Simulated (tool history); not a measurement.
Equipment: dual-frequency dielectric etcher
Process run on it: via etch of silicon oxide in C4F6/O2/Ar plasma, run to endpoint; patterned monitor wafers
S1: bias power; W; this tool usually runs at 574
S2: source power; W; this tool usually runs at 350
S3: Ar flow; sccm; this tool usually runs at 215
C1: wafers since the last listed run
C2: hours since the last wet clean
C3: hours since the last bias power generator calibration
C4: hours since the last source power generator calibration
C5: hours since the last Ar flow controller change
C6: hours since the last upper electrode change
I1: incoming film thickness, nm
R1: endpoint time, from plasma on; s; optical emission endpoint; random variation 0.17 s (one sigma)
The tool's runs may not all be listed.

run 1 hour=0 | S1=574 S2=350 S3=215 | C1=0 C2=556.2 C3=2773.7 C4=2049 C5=3189.7 C6=2486.2 | I1=147.1 | R1=28.8
-- hour=40.9 wet clean of the chamber
run 2 hour=43.9 | S1=574 S2=350 S3=215 | C1=218 C2=3 C3=2817.6 C4=2092.9 C5=3233.6 C6=2530.1 | I1=148.1 | R1=30.4
run 3 hour=94.3 | S1=615 S2=350 S3=215 | C1=553 C2=53.4 C3=2868 C4=2143.3 C5=3284 C6=2580.5 | I1=148.4 | R1=29.3
run 4 hour=159.7 | S1=615 S2=350 S3=215 | C1=718 C2=118.8 C3=2933.4 C4=2208.7 C5=3349.4 C6=2645.9 | I1=146.7 | R1=28.8
run 5 hour=224.5 | S1=574 S2=350 S3=215 | C1=712 C2=183.6 C3=2998.2 C4=2273.5 C5=3414.2 C6=2710.7 | I1=148.1 | R1=30.3
run 6 hour=275.6 | S1=574 S2=350 S3=215 | C1=561 C2=234.7 C3=3049.3 C4=2324.6 C5=3465.3 C6=2761.8 | I1=147 | R1=29.9
run 7 hour=337.3 | S1=574 S2=350 S3=215 | C1=677 C2=296.4 C3=3111 C4=2386.3 C5=3527 C6=2823.5 | I1=147.8 | R1=29.9
-- hour=348.9 source power generator calibrated
run 8 hour=384.2 | S1=574 S2=350 S3=215 | C1=471 C2=343.3 C3=3157.9 C4=35.3 C5=3573.9 C6=2870.4 | I1=146.3 | R1=29.4
run 9 hour=414.7 | S1=574 S2=350 S3=215 | C1=335 C2=373.8 C3=3188.4 C4=65.8 C5=3604.4 C6=2900.9 | I1=145.9 | R1=29.3
run 10 hour=440.2 | S1=574 S2=350 S3=215 | C1=280 C2=399.3 C3=3213.9 C4=91.3 C5=3629.9 C6=2926.4 | I1=147.7 | R1=29.3
-- hour=590.5 Ar flow controller replaced
-- hour=614.7 wet clean of the chamber
run 11 hour=615.2 | S1=474 S2=350 S3=198 | C1=1593 C2=0.5 C3=3388.9 C4=266.3 C5=24.7 C6=3101.4 | I1=147.7 | R1=33.6
run 12 hour=632.5 | S1=654 S2=430 S3=171 | C1=190 C2=17.8 C3=3406.2 C4=283.6 C5=42 C6=3118.7 | I1=148.5 | R1=25.1
run 13 hour=844.5 | S1=706 S2=300 S3=215 | C1=2329 C2=229.8 C3=3618.2 C4=495.6 C5=254 C6=3330.7 | I1=148.4 | R1=28.5
run 14 hour=894.3 | S1=696 S2=350 S3=235 | C1=547 C2=279.6 C3=3668 C4=545.4 C5=303.8 C6=3380.5 | I1=146.5 | R1=26.4
-- hour=932.6 bias power generator calibrated
run 15 hour=934.5 | S1=454 S2=350 S3=215 | C1=397 C2=319.8 C3=1.9 C4=585.6 C5=344 C6=3420.7 | I1=146.6 | R1=33.4
run 16 hour=984.7 | S1=529 S2=380 S3=195 | C1=551 C2=370 C3=52.1 C4=635.8 C5=394.2 C6=3470.9 | I1=146.8 | R1=29.1
-- hour=1010 upper electrode replaced
run 17 hour=1011 | S1=500 S2=350 S3=215 | C1=25 C2=396.3 C3=78.4 C4=662.1 C5=420.5 C6=1 | I1=148.4 | R1=31.9
run 18 hour=1082.7 | S1=713 S2=350 S3=174 | C1=787 C2=468 C3=150.1 C4=733.8 C5=492.2 C6=72.7 | I1=147.4 | R1=25.2
run 19 hour=1140.7 | S1=574 S2=350 S3=250 | C1=637 C2=526 C3=208.1 C4=791.8 C5=550.2 C6=130.7 | I1=147.1 | R1=29
-- hour=1194.3 wet clean of the chamber
run 20 hour=1194.8 | S1=633 S2=440 S3=260 | C1=330 C2=0.5 C3=262.2 C4=845.9 C5=604.3 C6=184.8 | I1=148.9 | R1=26.9
run 21 hour=1216.1 | S1=449 S2=330 S3=196 | C1=234 C2=21.8 C3=283.5 C4=867.2 C5=625.6 C6=206.1 | I1=148.5 | R1=35.3
run 22 hour=1273.2 | S1=637 S2=290 S3=252 | C1=627 C2=78.9 C3=340.6 C4=924.3 C5=682.7 C6=263.2 | I1=149 | R1=31.7
run 23 hour=1301.8 | S1=610 S2=350 S3=215 | C1=314 C2=107.5 C3=369.2 C4=952.9 C5=711.3 C6=291.8 | I1=148.4 | R1=28.9
run 24 hour=1367.9 | S1=574 S2=350 S3=184 | C1=726 C2=173.6 C3=435.3 C4=1019 C5=777.4 C6=357.9 | I1=146.5 | R1=29
run 25 hour=1423.6 | S1=434 S2=410 S3=190 | C1=612 C2=229.3 C3=491 C4=1074.7 C5=833.1 C6=413.6 | I1=147 | R1=31.6
run 26 hour=1475.7 | S1=574 S2=350 S3=215 | C1=572 C2=281.4 C3=543.1 C4=1126.8 C5=885.2 C6=465.7 | I1=146.1 | R1=29.1
run 27 hour=1506.8 | S1=574 S2=350 S3=215 | C1=341 C2=312.5 C3=574.2 C4=1157.9 C5=916.3 C6=496.8 | I1=145.7 | R1=29.3
run 28 hour=1575.3 | S1=497 S2=370 S3=166 | C1=752 C2=381 C3=642.7 C4=1226.4 C5=984.8 C6=565.3 | I1=147.2 | R1=29.5

5 ways to go on from here, each from the tool as it stands after run 28. What would each give?
run A hour=1575.7 | S1=574 S2=350 S3=215 | C1=4 C2=381.4 C3=643.1 C4=1226.8 C5=985.2 C6=565.7 | I1=146.7 | R1=?
run B hour=1575.7 | S1=574 S2=260 S3=193 | C1=4 C2=381.4 C3=643.1 C4=1226.8 C5=985.2 C6=565.7 | I1=146.7 | R1=?
run C hour=1575.7 | S1=717 S2=350 S3=191 | C1=4 C2=381.4 C3=643.1 C4=1226.8 C5=985.2 C6=565.7 | I1=146.7 | R1=?
run D hour=1575.7 | S1=574 S2=270 S3=252 | C1=4 C2=381.4 C3=643.1 C4=1226.8 C5=985.2 C6=565.7 | I1=146.7 | R1=?
run E hour=1575.7 | S1=574 S2=410 S3=215 | C1=4 C2=381.4 C3=643.1 C4=1226.8 C5=985.2 C6=565.7 | I1=146.7 | R1=?

run=A R1=29
run=B R1=33
run=C R1=25.4
run=D R1=33.3
run=E R1=27
The same runs, with their run-to-run variation unchanged, on a tool lacking any hidden condition would have given:
run=A R1=30.1
run=B R1=34.3
run=C R1=26.4
run=D R1=34.6
run=E R1=28.1

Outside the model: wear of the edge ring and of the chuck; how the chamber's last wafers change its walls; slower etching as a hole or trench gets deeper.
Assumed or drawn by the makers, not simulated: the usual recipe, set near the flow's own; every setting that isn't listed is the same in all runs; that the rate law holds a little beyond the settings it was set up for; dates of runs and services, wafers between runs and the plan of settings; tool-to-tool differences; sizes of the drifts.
